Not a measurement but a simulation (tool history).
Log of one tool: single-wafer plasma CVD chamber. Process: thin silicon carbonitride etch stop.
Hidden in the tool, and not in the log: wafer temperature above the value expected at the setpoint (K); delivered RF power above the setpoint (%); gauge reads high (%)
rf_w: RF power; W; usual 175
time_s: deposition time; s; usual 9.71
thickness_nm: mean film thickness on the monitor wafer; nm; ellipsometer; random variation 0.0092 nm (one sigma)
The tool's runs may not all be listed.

run   hour  rf_w  time_s  wafers since the last listed run  hours since the last thermocouple change  hours since the last RF generator calibration  hours since the showerhead was replaced  hours since the gauge calibration  read-back reference wafer on the same gauge, thickness_nm  thickness_nm
  1      0   175    9.71                                 0                                    2529.9                                           1608                                   4906.7                                214                                                      4.623         4.921
  2    9.7   165    9.71                               384                                    2539.6                                         1617.7                                   4916.4                              223.7                                                      4.618         4.821
  3   22.4   175    8.33                               502                                    2552.3                                         1630.4                                   4929.1                              236.4                                                      4.623         4.207
  4   32.8   175    8.33                               411                                    2562.7                                         1640.8                                   4939.5                              246.8                                                      4.624         4.205
  5   45.6   175    8.33                               506                                    2575.5                                         1653.6                                   4952.3                              259.6                                                      4.618         4.212
  6   54.6   150    9.71                               356                                    2584.5                                         1662.6                                   4961.3                              268.6                                                      4.622         4.659
  7   94.7   150    9.71                              1587                                    2624.6                                         1702.7                                   5001.4                              308.7                                                      4.617         4.665
  8  109.9   150    9.71                               601                                    2639.8                                         1717.9                                   5016.6                              323.9                                                      4.618         4.662
  9  117.4   200   11.02                               296                                    2647.3                                         1725.4                                   5024.1                              331.4                                                      4.621         5.811
     129.4  -- RF generator calibrated
 10  129.9   200   11.02                               178                                    2659.8                                            0.5                                   5036.6                              343.9                                                      4.616         5.931
 11  135.7   175    9.71                               229                                    2665.6                                            6.3                                   5042.4                              349.7                                                      4.623         4.995
 12  144.7   175    9.71                               356                                    2674.6                                           15.3                                   5051.4                              358.7                                                      4.619         5.006
 13  155.5   175    9.71                               427                                    2685.4                                           26.1                                   5062.2                              369.5                                                      4.616         4.999
 14  165.3   200    9.71                               387                                    2695.2                                           35.9                                     5072                              379.3                                                      4.619         5.225
 15  176.9   175   10.45                               459                                    2706.8                                           47.5                                   5083.6                              390.9                                                      4.619         5.384
 16  183.8   155    9.71                               273                                    2713.7                                           54.4                                   5090.5                              397.8                                                      4.618         4.793
 17  190.6   150    9.13                               269                                    2720.5                                           61.2                                   5097.3                              404.6                                                      4.617         4.459
 18  203.3   195   11.02                               502                                    2733.2                                           73.9                                     5110                              417.3                                                      4.623         5.865
     205.9  -- gauge calibrated
 19  211.6   175    9.71                               328                                    2741.5                                           82.2                                   5118.3                                5.7                                                      4.621         5.017
 20  222.6   175    9.71                               435                                    2752.5                                           93.2                                   5129.3                               16.7                                                      4.618         4.982
 21  234.3   205    8.95                               463                                    2764.2                                          104.9                                     5141                               28.4                                                      4.619         4.847
 22  242.5   175    9.71                               324                                    2772.4                                          113.1                                   5149.2                               36.6                                                      4.619         4.995
 23  260.1   175    9.71                               696                                      2790                                          130.7                                   5166.8                               54.2                                                      4.618         4.987
     268.7  -- showerhead replaced
 24  273.8   205    9.17                               225                                    2803.7                                          144.4                                      5.1                               67.9                                                      4.624         4.971
     289.8  -- thermocouple changed; heater temperature recalibrated
 25  290.3   175    9.71                               336                                       0.5                                          160.9                                     21.6                               84.4                                                      4.618         4.986
 26  300.2   195    9.71                               391                                      10.4                                          170.8                                     31.5                               94.3                                                      4.623         5.156
 27  308.2   175   11.43                               316                                      18.4                                          178.8                                     39.5                              102.3                                                       4.62         5.874
 28  320.1   160   10.73                               471                                      30.3                                          190.7                                     51.4                              114.2                                                      4.619         5.361
 29  341.5   200    7.83                               847                                      51.7                                          212.1                                     72.8                              135.6                                                      4.622         4.192
 30    376   195    7.94                              1365                                      86.2                                          246.6                                    107.3                              170.1                                                      4.622         4.209
 31    385   145    8.19                               356                                      95.2                                          255.6                                    116.3                              179.1                                                      4.614         3.949
 32  394.2   175   10.67                               364                                     104.4                                          264.8                                    125.5                              188.3                                                      4.617         5.453
 33  408.9   175    9.71                               581                                     119.1                                          279.5                                    140.2                                203                                                       4.62         4.973
 34  415.6   190    8.86                               265                                     125.8                                          286.2                                    146.9                              209.7                                                      4.617         4.662
 35  428.3   175   11.28                               502                                     138.5                                          298.9                                    159.6                              222.4                                                      4.618         5.784
 36  443.4   185    9.71                               597                                     153.6                                            314                                    174.7                              237.5                                                       4.62         5.065
 37  459.4   205    9.08                               633                                     169.6                                            330                                    190.7                              253.5                                                      4.625         4.886

Forecast each of these 3 alternatives for the next run:
  A  459.8   175    7.78                                15                                       170                                          330.4                                    191.1                              253.9                                                          ?             ?
  B  459.8   175   11.03                                15                                       170                                          330.4                                    191.1                              253.9                                                          ?             ?
  C  459.8   155   10.23                                15                                       170                                          330.4                                    191.1                              253.9                                                          ?             ?

run  read-back reference wafer on the same gauge, thickness_nm  thickness_nm
  A                                                      4.623         3.987
  B                                                      4.623         5.653
  C                                                      4.623          5.04
Without the tool's hidden state the same runs would have given:
run  thickness_nm
  A         4.036
  B         5.722
  C         5.101

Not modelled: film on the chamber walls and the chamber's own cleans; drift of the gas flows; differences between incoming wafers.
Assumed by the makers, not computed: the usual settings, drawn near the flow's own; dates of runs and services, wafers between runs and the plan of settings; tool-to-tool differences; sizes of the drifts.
